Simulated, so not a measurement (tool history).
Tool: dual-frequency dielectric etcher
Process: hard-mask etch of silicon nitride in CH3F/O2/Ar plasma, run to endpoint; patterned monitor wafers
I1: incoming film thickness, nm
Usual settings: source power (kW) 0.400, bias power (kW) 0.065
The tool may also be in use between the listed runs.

run 1 hour=0.0 | source_power_(kW)=0.400 bias_power_(kW)=0.065 | I1=42.78 | endpoint_time_(s)=64.3
run 2 hour=12.7 | source_power_(kW)=0.400 bias_power_(kW)=0.065 | I1=42.54 | endpoint_time_(s)=63.8
run 3 hour=27.0 | source_power_(kW)=0.400 bias_power_(kW)=0.075 | I1=42.90 | endpoint_time_(s)=62.6
run 4 hour=44.1 | source_power_(kW)=0.400 bias_power_(kW)=0.075 | I1=42.36 | endpoint_time_(s)=62.1
run 5 hour=53.1 | source_power_(kW)=0.400 bias_power_(kW)=0.075 | I1=42.68 | endpoint_time_(s)=62.6
run 6 hour=67.2 | source_power_(kW)=0.440 bias_power_(kW)=0.059 | I1=42.74 | endpoint_time_(s)=63.6
run 7 hour=96.5 | source_power_(kW)=0.400 bias_power_(kW)=0.065 | I1=42.30 | endpoint_time_(s)=64.3
run 8 hour=103.6 | source_power_(kW)=0.400 bias_power_(kW)=0.065 | I1=42.62 | endpoint_time_(s)=64.7
run 9 hour=119.7 | source_power_(kW)=0.400 bias_power_(kW)=0.065 | I1=42.51 | endpoint_time_(s)=64.2
-- hour=124.6 source power generator calibrated
run 10 hour=136.0 | source_power_(kW)=0.400 bias_power_(kW)=0.074 | I1=42.58 | endpoint_time_(s)=63.3
-- hour=167.3 upper electrode replaced
-- hour=179.8 wet clean of the chamber
run 11 hour=180.3 | source_power_(kW)=0.400 bias_power_(kW)=0.080 | I1=42.08 | endpoint_time_(s)=58.4
run 12 hour=180.6 | source_power_(kW)=0.400 bias_power_(kW)=0.065 | I1=42.57 | endpoint_time_(s)=61.2
run 13 hour=183.4 | source_power_(kW)=0.400 bias_power_(kW)=0.065 | I1=42.31 | endpoint_time_(s)=60.6
run 14 hour=196.9 | source_power_(kW)=0.360 bias_power_(kW)=0.052 | I1=42.39 | endpoint_time_(s)=66.5

Run 15 comes next. What will it give?
-- hour=205.4 bias power generator calibrated
run 15 hour=205.9 | source_power_(kW)=0.360 bias_power_(kW)=0.065 | I1=42.70 | endpoint_time_(s)=?

Run 15 gave endpoint time (s) 64.1.
Without the tool's hidden state the same run would have given endpoint time (s) 64.5.

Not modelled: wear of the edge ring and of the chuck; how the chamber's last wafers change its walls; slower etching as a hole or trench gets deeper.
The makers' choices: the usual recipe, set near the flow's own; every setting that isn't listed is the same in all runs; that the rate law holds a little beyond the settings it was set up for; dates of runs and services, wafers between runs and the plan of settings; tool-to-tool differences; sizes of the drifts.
